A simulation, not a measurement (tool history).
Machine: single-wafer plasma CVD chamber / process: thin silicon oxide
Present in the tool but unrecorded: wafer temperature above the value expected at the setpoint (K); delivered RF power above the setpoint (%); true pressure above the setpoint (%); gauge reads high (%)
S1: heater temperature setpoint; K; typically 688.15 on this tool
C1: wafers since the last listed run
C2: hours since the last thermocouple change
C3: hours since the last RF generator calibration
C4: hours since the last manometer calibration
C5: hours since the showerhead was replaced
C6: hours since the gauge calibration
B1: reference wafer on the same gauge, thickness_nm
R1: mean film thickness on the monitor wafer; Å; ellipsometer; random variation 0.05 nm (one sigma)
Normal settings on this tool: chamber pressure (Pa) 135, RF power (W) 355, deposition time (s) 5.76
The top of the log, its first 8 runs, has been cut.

run 9 day=11.9 | S1=694.15 chamber_pressure_(Pa)=135 RF_power_(W)=355 deposition_time_(s)=5.28 | C1=1382 C2=981 C3=630.4 C4=2152.2 C5=5297.4 C6=389.6 | B1=13.451 | R1=130.24
run 10 day=13.125 | S1=688.15 chamber_pressure_(Pa)=135 RF_power_(W)=355 deposition_time_(s)=4.91 | C1=447 C2=1010.4 C3=659.8 C4=2181.6 C5=5326.8 C6=419 | B1=13.466 | R1=121.75
run 11 day=14.217 | S1=688.15 chamber_pressure_(Pa)=135 RF_power_(W)=355 deposition_time_(s)=4.91 | C1=398 C2=1036.6 C3=686 C4=2207.8 C5=5353 C6=445.2 | B1=13.472 | R1=122.26
run 12 day=14.975 | S1=688.15 chamber_pressure_(Pa)=135 RF_power_(W)=355 deposition_time_(s)=5.76 | C1=276 C2=1054.8 C3=704.2 C4=2226 C5=5371.2 C6=463.4 | B1=13.467 | R1=143.23
-- day=16.154 showerhead replaced
run 13 day=18.883 | S1=688.15 chamber_pressure_(Pa)=135 RF_power_(W)=355 deposition_time_(s)=5.76 | C1=1305 C2=1148.6 C3=798 C4=2319.8 C5=65.5 C6=557.2 | B1=13.484 | R1=144.6
run 14 day=19.833 | S1=688.15 chamber_pressure_(Pa)=135 RF_power_(W)=355 deposition_time_(s)=5.76 | C1=346 C2=1171.4 C3=820.8 C4=2342.6 C5=88.3 C6=580 | B1=13.495 | R1=143.39
-- day=20.921 thermocouple changed; heater temperature recalibrated
-- day=21.567 capacitance manometer re-zeroed and calibrated
-- day=22.458 RF generator calibrated
-- day=22.558 gauge calibrated
run 15 day=23.225 | S1=688.15 chamber_pressure_(Pa)=135 RF_power_(W)=385 deposition_time_(s)=5.76 | C1=873 C2=55.3 C3=18.4 C4=39.8 C5=169.7 C6=16 | B1=13.106 | R1=145.03
run 16 day=23.9 | S1=688.15 chamber_pressure_(Pa)=155 RF_power_(W)=320 deposition_time_(s)=6.44 | C1=246 C2=71.5 C3=34.6 C4=56 C5=185.9 C6=32.2 | B1=13.125 | R1=157.21
run 17 day=25.171 | S1=688.15 chamber_pressure_(Pa)=123 RF_power_(W)=415 deposition_time_(s)=6.17 | C1=463 C2=102 C3=65.1 C4=86.5 C5=216.4 C6=62.7 | B1=13.166 | R1=153.21
run 18 day=26.633 | S1=684.15 chamber_pressure_(Pa)=109 RF_power_(W)=390 deposition_time_(s)=6.82 | C1=533 C2=137.1 C3=100.2 C4=121.6 C5=251.5 C6=97.8 | B1=13.212 | R1=154.8
run 19 day=27.933 | S1=681.15 chamber_pressure_(Pa)=151 RF_power_(W)=320 deposition_time_(s)=4.68 | C1=474 C2=168.3 C3=131.4 C4=152.8 C5=282.7 C6=129 | B1=13.246 | R1=115.08
run 20 day=29.15 | S1=688.15 chamber_pressure_(Pa)=135 RF_power_(W)=355 deposition_time_(s)=4.91 | C1=444 C2=197.5 C3=160.6 C4=182 C5=311.9 C6=158.2 | B1=13.266 | R1=120.53
run 21 day=30.221 | S1=688.15 chamber_pressure_(Pa)=135 RF_power_(W)=290 deposition_time_(s)=6.09 | C1=390 C2=223.2 C3=186.3 C4=207.7 C5=337.6 C6=183.9 | B1=13.293 | R1=134.84
run 22 day=30.746 | S1=688.15 chamber_pressure_(Pa)=135 RF_power_(W)=355 deposition_time_(s)=5.76 | C1=191 C2=235.8 C3=198.9 C4=220.3 C5=350.2 C6=196.5 | B1=13.301 | R1=141.24
run 23 day=31.933 | S1=688.15 chamber_pressure_(Pa)=152 RF_power_(W)=355 deposition_time_(s)=4.91 | C1=433 C2=264.3 C3=227.4 C4=248.8 C5=378.7 C6=225 | B1=13.33 | R1=128.27
run 24 day=35.358 | S1=688.15 chamber_pressure_(Pa)=111 RF_power_(W)=330 deposition_time_(s)=5.76 | C1=1250 C2=346.5 C3=309.6 C4=331 C5=460.9 C6=307.2 | B1=13.374 | R1=123.11
run 25 day=35.958 | S1=688.15 chamber_pressure_(Pa)=135 RF_power_(W)=415 deposition_time_(s)=4.77 | C1=219 C2=360.9 C3=324 C4=345.4 C5=475.3 C6=321.6 | B1=13.377 | R1=124.89
run 26 day=36.875 | S1=688.15 chamber_pressure_(Pa)=135 RF_power_(W)=355 deposition_time_(s)=5.76 | C1=334 C2=382.9 C3=346 C4=367.4 C5=497.3 C6=343.6 | B1=13.365 | R1=142.86
run 27 day=37.721 | S1=673.15 chamber_pressure_(Pa)=127 RF_power_(W)=425 deposition_time_(s)=5.76 | C1=308 C2=403.2 C3=366.3 C4=387.7 C5=517.6 C6=363.9 | B1=13.391 | R1=149.63
run 28 day=38.508 | S1=688.15 chamber_pressure_(Pa)=163 RF_power_(W)=405 deposition_time_(s)=6.67 | C1=287 C2=422.1 C3=385.2 C4=406.6 C5=536.5 C6=382.8 | B1=13.387 | R1=189.61
run 29 day=39.825 | S1=693.15 chamber_pressure_(Pa)=135 RF_power_(W)=355 deposition_time_(s)=5.42 | C1=480 C2=453.7 C3=416.8 C4=438.2 C5=568.1 C6=414.4 | B1=13.405 | R1=133.16
run 30 day=40.383 | S1=688.15 chamber_pressure_(Pa)=135 RF_power_(W)=355 deposition_time_(s)=5.76 | C1=203 C2=467.1 C3=430.2 C4=451.6 C5=581.5 C6=427.8 | B1=13.405 | R1=142.57

Predict each of these 3 candidate next runs independently; none follows another, all start after run 30:
run A day=40.4 | S1=688.15 chamber_pressure_(Pa)=135 RF_power_(W)=355 deposition_time_(s)=5.76 | C1=6 C2=467.5 C3=430.6 C4=452 C5=581.9 C6=428.2 | B1=? | R1=?
run B day=40.4 | S1=688.15 chamber_pressure_(Pa)=161 RF_power_(W)=355 deposition_time_(s)=5.41 | C1=6 C2=467.5 C3=430.6 C4=452 C5=581.9 C6=428.2 | B1=? | R1=?
run C day=40.4 | S1=683.15 chamber_pressure_(Pa)=135 RF_power_(W)=295 deposition_time_(s)=5.76 | C1=6 C2=467.5 C3=430.6 C4=452 C5=581.9 C6=428.2 | B1=? | R1=?

run=A B1=13.412 R1=142.52
run=B B1=13.412 R1=146.08
run=C B1=13.412 R1=130.35
Without the tool's unlogged condition, the same runs would have read:
run=A R1=139.2
run=B R1=142.69
run=C R1=127.32
